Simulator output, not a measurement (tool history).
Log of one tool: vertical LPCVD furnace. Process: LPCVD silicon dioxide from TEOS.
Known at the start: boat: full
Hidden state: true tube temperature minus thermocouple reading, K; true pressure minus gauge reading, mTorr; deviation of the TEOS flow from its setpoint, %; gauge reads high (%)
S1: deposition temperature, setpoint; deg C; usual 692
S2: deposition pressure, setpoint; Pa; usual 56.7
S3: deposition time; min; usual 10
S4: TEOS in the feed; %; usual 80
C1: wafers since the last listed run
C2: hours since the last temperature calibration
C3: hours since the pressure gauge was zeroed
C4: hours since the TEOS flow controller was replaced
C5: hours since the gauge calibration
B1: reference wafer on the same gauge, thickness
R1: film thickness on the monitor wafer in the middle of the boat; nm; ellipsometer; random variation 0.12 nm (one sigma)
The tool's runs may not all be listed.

run	hour	S1	S2	S3	S4	C1	C2	C3	C4	C5	B1	R1
1	0	684	56.7	10	80	0	1432.1	3303.2	6636.3	535.6	87.89	70.41
# hour 52.9: gauge calibrated
2	79.9	692	56.7	10	80	750	1512	3383.1	6716.2	27	87.9	85.24
3	126.9	692	56.7	10	80	441	1559	3430.1	6763.2	74	87.92	85.53
4	166.9	692	56.7	10	90	375	1599	3470.1	6803.2	114	87.92	90.85
5	241.5	692	56.7	10	90	701	1673.6	3544.7	6877.8	188.6	87.87	90.73
6	331.2	692	56.7	10	90	843	1763.3	3634.4	6967.5	278.3	87.89	91.04
7	367.5	692	56.7	10	80	341	1799.6	3670.7	7003.8	314.6	87.92	85.53
8	440.8	692	56.7	10	80	688	1872.9	3744	7077.1	387.9	87.89	86.05
9	499.6	692	56.7	11	67	552	1931.7	3802.8	7135.9	446.7	87.89	86.66
# hour 559.5: pressure gauge zeroed
10	560	689	62.7	7.5	86	342	1992.1	0.5	7196.3	507.1	87.88	64.5
# hour 627.4: gauge calibrated
# hour 648.6: TEOS flow controller replaced
# hour 663.8: thermocouples replaced and temperature profile calibrated
11	664.3	701	43.3	12	69	611	0.5	104.8	15.7	36.9	87.91	99.48
12	694.5	692	62.7	11	80	283	30.7	135	45.9	67.1	87.88	95.51
13	745.8	692	56.7	10	80	482	82	186.3	97.2	118.4	87.9	82.75
14	847.3	692	56.7	10	80	953	183.5	287.8	198.7	219.9	87.86	82.78
15	902.4	692	56.7	10	80	517	238.6	342.9	253.8	275	87.88	82.82
16	997.8	692	64	12	80	896	334	438.3	349.2	370.4	87.92	105.99

5 ways to go on from here, each from the tool as it stands after run 16. What would each give?
A	1002.2	692	56.7	10	80	41	338.4	442.7	353.6	374.8	?	?
B	1002.2	689	56.7	7.5	80	41	338.4	442.7	353.6	374.8	?	?
C	1002.2	692	56.7	8	73	41	338.4	442.7	353.6	374.8	?	?
D	1002.2	692	63.3	12	91	41	338.4	442.7	353.6	374.8	?	?
E	1002.2	681	56.7	10	80	41	338.4	442.7	353.6	374.8	?	?

run	B1	R1
A	87.88	83.19
B	87.88	58.11
C	87.88	63.58
D	87.88	112.52
E	87.88	63.95
Without the tool's hidden state the same runs would have given:
run	R1
A	82.55
B	57.66
C	63.08
D	111.69
E	63.45
